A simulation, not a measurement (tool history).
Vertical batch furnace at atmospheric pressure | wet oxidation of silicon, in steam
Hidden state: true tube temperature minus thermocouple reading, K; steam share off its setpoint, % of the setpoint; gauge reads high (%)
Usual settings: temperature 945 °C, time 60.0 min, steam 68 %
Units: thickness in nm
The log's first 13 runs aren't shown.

run    hour  temperature  time  steam  wafers since the last listed run  hours since the last temperature calibration  hours since the steam generator was serviced  hours since the gauge calibration  read-back reference wafer on the same gauge, thickness  thickness
 14   660.3          931  60.0     68                               391                                        2962.9                                        2438.6                             1148.5                                                  185.93     164.79
 15   710.7          945  60.0     68                               735                                        3013.3                                        2489.0                             1198.9                                                  185.97     190.02
 16   767.9          965  46.5     68                               835                                        3070.5                                        2546.2                             1256.1                                                  185.97     191.43
 17   808.8          945  89.0     77                               597                                        3111.4                                        2587.1                             1297.0                                                  185.92     284.67
 18   975.2          963  85.0     68                              2429                                        3277.8                                        2753.5                             1463.4                                                  186.04     294.70
 19  1010.0          945  36.5     68                               508                                        3312.6                                        2788.3                             1498.2                                                  186.02     126.38
 20  1053.9          945  60.0     63                               641                                        3356.5                                        2832.2                             1542.1                                                  186.02     179.56
 21  1078.5          945  60.0     68                               359                                        3381.1                                        2856.8                             1566.7                                                  185.85     189.33
 22  1257.3          932  60.0     64                              2610                                        3559.9                                        3035.6                             1745.5                                                  185.71     156.50
 23  1313.6          924  72.5     68                               822                                        3616.2                                        3091.9                             1801.8                                                  185.94     176.97
 24  1340.8          945  36.5     68                               397                                        3643.4                                        3119.1                             1829.0                                                  185.94     124.84
 25  1372.1          945  60.0     68                               457                                        3674.7                                        3150.4                             1860.3                                                  186.00     187.92
 26  1416.7          967  60.0     73                               651                                        3719.3                                        3195.0                             1904.9                                                  185.98     247.14
     1449.4  -- gauge calibrated
     1497.1  -- steam generator serviced
 27  1535.6          945  60.0     71                              1385                                        3838.2                                          38.5                               86.2                                                  186.06     204.07
 28  1594.3          922  40.0     79                               857                                        3896.9                                          97.2                              144.9                                                  186.17     125.64
 29  1633.7          955  77.5     76                               575                                        3936.3                                         136.6                              184.3                                                  186.05     289.50
     1671.4  -- thermocouples replaced and temperature profile calibrated
 30  1671.9          953  74.5     76                               207                                           0.5                                         174.8                              222.5                                                  185.91     274.13
 31  1717.2          922  40.0     79                               661                                          45.8                                         220.1                              267.8                                                  186.14     123.93
 32  1791.5          945  60.0     68                              1084                                         120.1                                         294.4                              342.1                                                  186.17     196.93
 33  1828.7          945  60.0     68                               543                                         157.3                                         331.6                              379.3                                                  185.98     196.44
 34  1881.2          945  60.0     68                               766                                         209.8                                         384.1                              431.8                                                  185.96     195.83
 35  1950.0          968  44.5     64                              1004                                         278.6                                         452.9                              500.6                                                  185.97     185.88
 36  2017.0          963  73.5     74                               978                                         345.6                                         519.9                              567.6                                                  186.13     290.55
 37  2159.2          964  36.5     68                              2076                                         487.8                                         662.1                              709.8                                                  185.88     160.27

Forecast each of these 5 alternatives for the next run:
  A  2164.8          945  79.0     68                                81                                         493.4                                         667.7                              715.4                                                       ?          ?
  B  2164.8          931  43.0     68                                81                                         493.4                                         667.7                              715.4                                                       ?          ?
  C  2164.8          962  60.0     68                                81                                         493.4                                         667.7                              715.4                                                       ?          ?
  D  2164.8          954  88.0     62                                81                                         493.4                                         667.7                              715.4                                                       ?          ?
  E  2164.8          922  60.0     73                                81                                         493.4                                         667.7                              715.4                                                       ?          ?

run  read-back reference wafer on the same gauge, thickness  thickness
  A                                                  185.97     244.66
  B                                                  185.97     129.86
  C                                                  185.97     233.18
  D                                                  185.97     270.00
  E                                                  185.97     164.66
Without the tool's hidden state the same runs would have given:
run  thickness
  A     246.04
  B     130.63
  C     234.47
  D     271.48
  E     165.63

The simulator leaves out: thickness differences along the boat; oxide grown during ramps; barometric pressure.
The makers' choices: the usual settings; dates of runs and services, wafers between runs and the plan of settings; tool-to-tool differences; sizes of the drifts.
